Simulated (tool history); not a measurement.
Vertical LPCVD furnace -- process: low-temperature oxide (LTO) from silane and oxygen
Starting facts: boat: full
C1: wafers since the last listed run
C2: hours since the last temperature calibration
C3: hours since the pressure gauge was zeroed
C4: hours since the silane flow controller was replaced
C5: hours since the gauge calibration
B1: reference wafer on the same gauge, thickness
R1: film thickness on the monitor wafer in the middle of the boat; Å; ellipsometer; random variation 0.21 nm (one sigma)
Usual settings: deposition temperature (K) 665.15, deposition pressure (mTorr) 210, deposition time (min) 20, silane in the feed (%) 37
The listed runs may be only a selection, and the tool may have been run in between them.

{"run": 1, "hour": 0.0, "deposition temperature (K)": 665.15, "deposition pressure (mTorr)": 195, "deposition time (min)": 20, "silane in the feed (%)": 31, "C1": 0, "C2": 4877.2, "C3": 3706.8, "C4": 6292.7, "C5": 261.6, "B1": 165, "R1": 973.1}
{"run": 2, "hour": 12.4, "deposition temperature (K)": 665.15, "deposition pressure (mTorr)": 195, "deposition time (min)": 20, "silane in the feed (%)": 31, "C1": 106, "C2": 4889.6, "C3": 3719.2, "C4": 6305.1, "C5": 274, "B1": 164.98, "R1": 972.6}
{"run": 3, "hour": 23.0, "deposition temperature (K)": 665.15, "deposition pressure (mTorr)": 195, "deposition time (min)": 20, "silane in the feed (%)": 31, "C1": 90, "C2": 4900.2, "C3": 3729.8, "C4": 6315.7, "C5": 284.6, "B1": 164.93, "R1": 970.6}
{"run": 4, "hour": 38.5, "deposition temperature (K)": 665.15, "deposition pressure (mTorr)": 210, "deposition time (min)": 20, "silane in the feed (%)": 35, "C1": 132, "C2": 4915.7, "C3": 3745.3, "C4": 6331.2, "C5": 300.1, "B1": 164.94, "R1": 1247.5}
{"run": 5, "hour": 49.8, "deposition temperature (K)": 665.15, "deposition pressure (mTorr)": 210, "deposition time (min)": 20, "silane in the feed (%)": 35, "C1": 96, "C2": 4927, "C3": 3756.6, "C4": 6342.5, "C5": 311.4, "B1": 165.05, "R1": 1243.8}
{"run": 6, "hour": 59.3, "deposition temperature (K)": 672.15, "deposition pressure (mTorr)": 230, "deposition time (min)": 20, "silane in the feed (%)": 37, "C1": 81, "C2": 4936.5, "C3": 3766.1, "C4": 6352, "C5": 320.9, "B1": 164.99, "R1": 1595.6}
{"run": 7, "hour": 79.4, "deposition temperature (K)": 672.15, "deposition pressure (mTorr)": 230, "deposition time (min)": 20, "silane in the feed (%)": 37, "C1": 172, "C2": 4956.6, "C3": 3786.2, "C4": 6372.1, "C5": 341, "B1": 165, "R1": 1598.2}
{"run": 8, "hour": 93.7, "deposition temperature (K)": 665.15, "deposition pressure (mTorr)": 210, "deposition time (min)": 20, "silane in the feed (%)": 37, "C1": 122, "C2": 4970.9, "C3": 3800.5, "C4": 6386.4, "C5": 355.3, "B1": 164.96, "R1": 1342.2}
{"run": 9, "hour": 103.7, "deposition temperature (K)": 665.15, "deposition pressure (mTorr)": 210, "deposition time (min)": 20, "silane in the feed (%)": 37, "C1": 85, "C2": 4980.9, "C3": 3810.5, "C4": 6396.4, "C5": 365.3, "B1": 164.99, "R1": 1342.9}
{"run": 10, "hour": 118.8, "deposition temperature (K)": 673.15, "deposition pressure (mTorr)": 210, "deposition time (min)": 20, "silane in the feed (%)": 34, "C1": 129, "C2": 4996, "C3": 3825.6, "C4": 6411.5, "C5": 380.4, "B1": 165, "R1": 1316}
{"run": 11, "hour": 127.1, "deposition temperature (K)": 668.15, "deposition pressure (mTorr)": 210, "deposition time (min)": 23, "silane in the feed (%)": 37, "C1": 71, "C2": 5004.3, "C3": 3833.9, "C4": 6419.8, "C5": 388.7, "B1": 165.03, "R1": 1600.4}
{"hour": 177.0, "done": "silane flow controller replaced"}
{"run": 12, "hour": 177.5, "deposition temperature (K)": 665.15, "deposition pressure (mTorr)": 200, "deposition time (min)": 20, "silane in the feed (%)": 37, "C1": 226, "C2": 5054.7, "C3": 3884.3, "C4": 0.5, "C5": 439.1, "B1": 164.98, "R1": 1273.3}
{"run": 13, "hour": 191.2, "deposition temperature (K)": 665.15, "deposition pressure (mTorr)": 200, "deposition time (min)": 20, "silane in the feed (%)": 37, "C1": 117, "C2": 5068.4, "C3": 3898, "C4": 14.2, "C5": 452.8, "B1": 164.95, "R1": 1275.1}
{"hour": 192.7, "done": "gauge calibrated"}
{"hour": 224.8, "done": "thermocouples replaced and temperature profile calibrated"}
{"run": 14, "hour": 225.3, "deposition temperature (K)": 665.15, "deposition pressure (mTorr)": 200, "deposition time (min)": 20, "silane in the feed (%)": 37, "C1": 86, "C2": 0.5, "C3": 3932.1, "C4": 48.3, "C5": 32.6, "B1": 164.94, "R1": 1274.6}
{"run": 15, "hour": 230.3, "deposition temperature (K)": 665.15, "deposition pressure (mTorr)": 225, "deposition time (min)": 20, "silane in the feed (%)": 37, "C1": 42, "C2": 5.5, "C3": 3937.1, "C4": 53.3, "C5": 37.6, "B1": 165.01, "R1": 1443.4}
{"run": 16, "hour": 235.3, "deposition temperature (K)": 665.15, "deposition pressure (mTorr)": 225, "deposition time (min)": 20, "silane in the feed (%)": 37, "C1": 42, "C2": 10.5, "C3": 3942.1, "C4": 58.3, "C5": 42.6, "B1": 164.96, "R1": 1443.1}
{"run": 17, "hour": 247.3, "deposition temperature (K)": 653.15, "deposition pressure (mTorr)": 210, "deposition time (min)": 16, "silane in the feed (%)": 37, "C1": 102, "C2": 22.5, "C3": 3954.1, "C4": 70.3, "C5": 54.6, "B1": 164.92, "R1": 927.5}
{"run": 18, "hour": 255.5, "deposition temperature (K)": 676.15, "deposition pressure (mTorr)": 210, "deposition time (min)": 20, "silane in the feed (%)": 42, "C1": 70, "C2": 30.7, "C3": 3962.3, "C4": 78.5, "C5": 62.8, "B1": 164.93, "R1": 1771}
{"run": 19, "hour": 271.2, "deposition temperature (K)": 671.15, "deposition pressure (mTorr)": 225, "deposition time (min)": 25, "silane in the feed (%)": 41, "C1": 134, "C2": 46.4, "C3": 3978, "C4": 94.2, "C5": 78.5, "B1": 165.03, "R1": 2188.1}
{"run": 20, "hour": 283.9, "deposition temperature (K)": 672.15, "deposition pressure (mTorr)": 195, "deposition time (min)": 25, "silane in the feed (%)": 37, "C1": 108, "C2": 59.1, "C3": 3990.7, "C4": 106.9, "C5": 91.2, "B1": 165.03, "R1": 1680.9}
{"run": 21, "hour": 291.1, "deposition temperature (K)": 665.15, "deposition pressure (mTorr)": 210, "deposition time (min)": 20, "silane in the feed (%)": 37, "C1": 61, "C2": 66.3, "C3": 3997.9, "C4": 114.1, "C5": 98.4, "B1": 165, "R1": 1340.8}
{"run": 22, "hour": 304.9, "deposition temperature (K)": 654.15, "deposition pressure (mTorr)": 245, "deposition time (min)": 25.5, "silane in the feed (%)": 37, "C1": 118, "C2": 80.1, "C3": 4011.7, "C4": 127.9, "C5": 112.2, "B1": 165, "R1": 1758.8}
{"run": 23, "hour": 324.6, "deposition temperature (K)": 672.15, "deposition pressure (mTorr)": 195, "deposition time (min)": 28, "silane in the feed (%)": 37, "C1": 168, "C2": 99.8, "C3": 4031.4, "C4": 147.6, "C5": 131.9, "B1": 164.95, "R1": 1882.2}
{"hour": 349.7, "done": "pressure gauge zeroed"}
{"run": 24, "hour": 350.2, "deposition temperature (K)": 655.15, "deposition pressure (mTorr)": 240, "deposition time (min)": 20, "silane in the feed (%)": 37, "C1": 13, "C2": 125.4, "C3": 0.5, "C4": 173.2, "C5": 157.5, "B1": 165.06, "R1": 1419.1}
{"run": 25, "hour": 355.2, "deposition temperature (K)": 673.15, "deposition pressure (mTorr)": 175, "deposition time (min)": 12.5, "silane in the feed (%)": 34, "C1": 42, "C2": 130.4, "C3": 5.5, "C4": 178.2, "C5": 162.5, "B1": 164.99, "R1": 717}
{"run": 26, "hour": 364.0, "deposition temperature (K)": 661.15, "deposition pressure (mTorr)": 210, "deposition time (min)": 27, "silane in the feed (%)": 32, "C1": 75, "C2": 139.2, "C3": 14.3, "C4": 187, "C5": 171.3, "B1": 165.02, "R1": 1471.2}
{"run": 27, "hour": 381.4, "deposition temperature (K)": 665.15, "deposition pressure (mTorr)": 210, "deposition time (min)": 20, "silane in the feed (%)": 37, "C1": 149, "C2": 156.6, "C3": 31.7, "C4": 204.4, "C5": 188.7, "B1": 165.07, "R1": 1399.6}
{"run": 28, "hour": 393.7, "deposition temperature (K)": 665.15, "deposition pressure (mTorr)": 210, "deposition time (min)": 20, "silane in the feed (%)": 37, "C1": 105, "C2": 168.9, "C3": 44, "C4": 216.7, "C5": 201, "B1": 165.05, "R1": 1398.4}
{"run": 29, "hour": 401.0, "deposition temperature (K)": 662.15, "deposition pressure (mTorr)": 165, "deposition time (min)": 12.5, "silane in the feed (%)": 35, "C1": 62, "C2": 176.2, "C3": 51.3, "C4": 224, "C5": 208.3, "B1": 164.95, "R1": 615.8}
{"run": 30, "hour": 429.6, "deposition temperature (K)": 665.15, "deposition pressure (mTorr)": 210, "deposition time (min)": 20, "silane in the feed (%)": 37, "C1": 245, "C2": 204.8, "C3": 79.9, "C4": 252.6, "C5": 236.9, "B1": 164.97, "R1": 1394.1}
{"run": 31, "hour": 441.9, "deposition temperature (K)": 665.15, "deposition pressure (mTorr)": 210, "deposition time (min)": 20, "silane in the feed (%)": 37, "C1": 105, "C2": 217.1, "C3": 92.2, "C4": 264.9, "C5": 249.2, "B1": 164.99, "R1": 1393.5}
{"run": 32, "hour": 460.5, "deposition temperature (K)": 661.15, "deposition pressure (mTorr)": 250, "deposition time (min)": 27.5, "silane in the feed (%)": 37, "C1": 159, "C2": 235.7, "C3": 110.8, "C4": 283.5, "C5": 267.8, "B1": 165.1, "R1": 2174.1}

Below, some changes in R1 between adjacent runs. For each, the amount present without the hidden state too (settings, incoming material, random variation) and the amount remaining for the hidden state with gauge scatter not shared by both compared results:
Hidden state present: true tube temperature minus thermocouple reading, K; true pressure minus gauge reading, mTorr; deviation of the silane flow from its setpoint, %; gauge reads high (%).
Run 17 -> 18: deposition temperature (K) 653.15 -> 676.15, deposition time (min) 16 -> 20, silane in the feed (%) 37 -> 42. R1 +843.5 Å: hidden state -34, all else +877.5.
Run 22 -> 23: deposition temperature (K) 654.15 -> 672.15, deposition pressure (mTorr) 245 -> 195, deposition time (min) 25.5 -> 28. R1 +123.4 Å: hidden state -21.6, all else +145.
Run 23 -> 24: deposition temperature (K) 672.15 -> 655.15, deposition pressure (mTorr) 195 -> 240, deposition time (min) 28 -> 20, pressure gauge zeroed. R1 -463.1 Å: hidden state +86.2, all else -549.3.
Run 28 -> 29: deposition temperature (K) 665.15 -> 662.15, deposition pressure (mTorr) 210 -> 165, deposition time (min) 20 -> 12.5, silane in the feed (%) 37 -> 35. R1 -782.6 Å: hidden state -1.2, all else -781.4.
Run 31 -> 32: deposition temperature (K) 665.15 -> 661.15, deposition pressure (mTorr) 210 -> 250, deposition time (min) 20 -> 27.5. R1 +780.6 Å: hidden state -1.2, all else +781.8.
